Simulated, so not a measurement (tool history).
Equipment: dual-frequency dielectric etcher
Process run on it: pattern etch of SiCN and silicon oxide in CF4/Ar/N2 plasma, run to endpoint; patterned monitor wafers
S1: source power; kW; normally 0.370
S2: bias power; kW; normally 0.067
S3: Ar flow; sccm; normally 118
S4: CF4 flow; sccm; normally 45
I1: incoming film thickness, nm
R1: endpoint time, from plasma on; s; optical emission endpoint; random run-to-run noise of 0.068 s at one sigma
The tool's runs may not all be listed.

{"run": 1, "hour": 0.0, "S1": 0.37, "S2": 0.067, "S3": 137, "S4": 45, "I1": 11.08, "R1": 19.6}
{"run": 2, "hour": 13.7, "S1": 0.37, "S2": 0.067, "S3": 118, "S4": 52, "I1": 11.05, "R1": 18.8}
{"run": 3, "hour": 27.7, "S1": 0.37, "S2": 0.067, "S3": 118, "S4": 45, "I1": 11.23, "R1": 19.6}
{"run": 4, "hour": 67.9, "S1": 0.37, "S2": 0.062, "S3": 88, "S4": 49, "I1": 11.17, "R1": 19.3}
{"run": 5, "hour": 68.2, "S1": 0.43, "S2": 0.073, "S3": 148, "S4": 38, "I1": 11.11, "R1": 18.7}
{"run": 6, "hour": 68.6, "S1": 0.46, "S2": 0.067, "S3": 118, "S4": 45, "I1": 11.22, "R1": 17.6}
{"run": 7, "hour": 78.4, "S1": 0.32, "S2": 0.067, "S3": 118, "S4": 37, "I1": 11.11, "R1": 21.7}
{"run": 8, "hour": 89.0, "S1": 0.31, "S2": 0.067, "S3": 133, "S4": 45, "I1": 11.08, "R1": 21.6}
{"run": 9, "hour": 95.3, "S1": 0.4, "S2": 0.067, "S3": 99, "S4": 45, "I1": 11.12, "R1": 18.6}
{"run": 10, "hour": 105.5, "S1": 0.37, "S2": 0.067, "S3": 118, "S4": 45, "I1": 11.03, "R1": 19.5}
{"run": 11, "hour": 112.6, "S1": 0.37, "S2": 0.067, "S3": 118, "S4": 55, "I1": 11.1, "R1": 19.1}
{"run": 12, "hour": 118.9, "S1": 0.42, "S2": 0.077, "S3": 135, "S4": 55, "I1": 11.18, "R1": 17.6}
{"run": 13, "hour": 127.7, "S1": 0.46, "S2": 0.052, "S3": 118, "S4": 45, "I1": 11.13, "R1": 18.6}
{"run": 14, "hour": 145.4, "S1": 0.4, "S2": 0.079, "S3": 88, "S4": 49, "I1": 10.92, "R1": 17.1}
{"run": 15, "hour": 189.3, "S1": 0.34, "S2": 0.076, "S3": 129, "S4": 45, "I1": 10.9, "R1": 19.0}
{"run": 16, "hour": 195.4, "S1": 0.37, "S2": 0.067, "S3": 118, "S4": 45, "I1": 11.05, "R1": 18.9}
{"run": 17, "hour": 203.1, "S1": 0.41, "S2": 0.067, "S3": 118, "S4": 45, "I1": 11.06, "R1": 17.9}
{"run": 18, "hour": 211.0, "S1": 0.37, "S2": 0.067, "S3": 118, "S4": 45, "I1": 11.08, "R1": 19.0}
{"run": 19, "hour": 220.0, "S1": 0.37, "S2": 0.067, "S3": 95, "S4": 41, "I1": 10.97, "R1": 18.7}
{"run": 20, "hour": 235.4, "S1": 0.37, "S2": 0.067, "S3": 118, "S4": 45, "I1": 11.22, "R1": 19.3}
{"run": 21, "hour": 250.6, "S1": 0.31, "S2": 0.067, "S3": 139, "S4": 37, "I1": 11.05, "R1": 21.7}
{"run": 22, "hour": 266.8, "S1": 0.37, "S2": 0.059, "S3": 118, "S4": 56, "I1": 11.17, "R1": 19.1}
{"run": 23, "hour": 272.9, "S1": 0.37, "S2": 0.067, "S3": 105, "S4": 49, "I1": 10.96, "R1": 18.4}
{"run": 24, "hour": 290.8, "S1": 0.37, "S2": 0.067, "S3": 98, "S4": 45, "I1": 11.24, "R1": 19.1}
{"run": 25, "hour": 301.7, "S1": 0.35, "S2": 0.072, "S3": 102, "S4": 38, "I1": 11.18, "R1": 19.6}

Put back what was entered between runs (5 entries, withheld): which listed runs does each sit between, and how does the hidden state differ from the listed run before to the listed run after?
Run 3 -> run 4: source power generator calibrated (hour 32.8); wet clean of the chamber (hour 63.8); CF4 flow controller replaced (hour 67.4)
  etch rate over this chamber's usual, %: -1.99 -> -3.25
  difference, measured minus the result without the unlogged condition, R1: +0.4 -> +0.6 s
Run 6 -> run 7: Ar flow controller replaced (hour 76.0)
  etch rate over this chamber's usual, %: -3.26 -> -3.3
  difference, measured minus the result without the unlogged condition, R1: +0.6 -> +0.7 s
Run 14 -> run 15: wet clean of the chamber, repeated, since the last time left the tool worse (hour 180.2)
  etch rate over this chamber's usual, %: -3.59 -> -0.0292
  difference, measured minus the result without the unlogged condition, R1: +0.6 -> +0.0 s

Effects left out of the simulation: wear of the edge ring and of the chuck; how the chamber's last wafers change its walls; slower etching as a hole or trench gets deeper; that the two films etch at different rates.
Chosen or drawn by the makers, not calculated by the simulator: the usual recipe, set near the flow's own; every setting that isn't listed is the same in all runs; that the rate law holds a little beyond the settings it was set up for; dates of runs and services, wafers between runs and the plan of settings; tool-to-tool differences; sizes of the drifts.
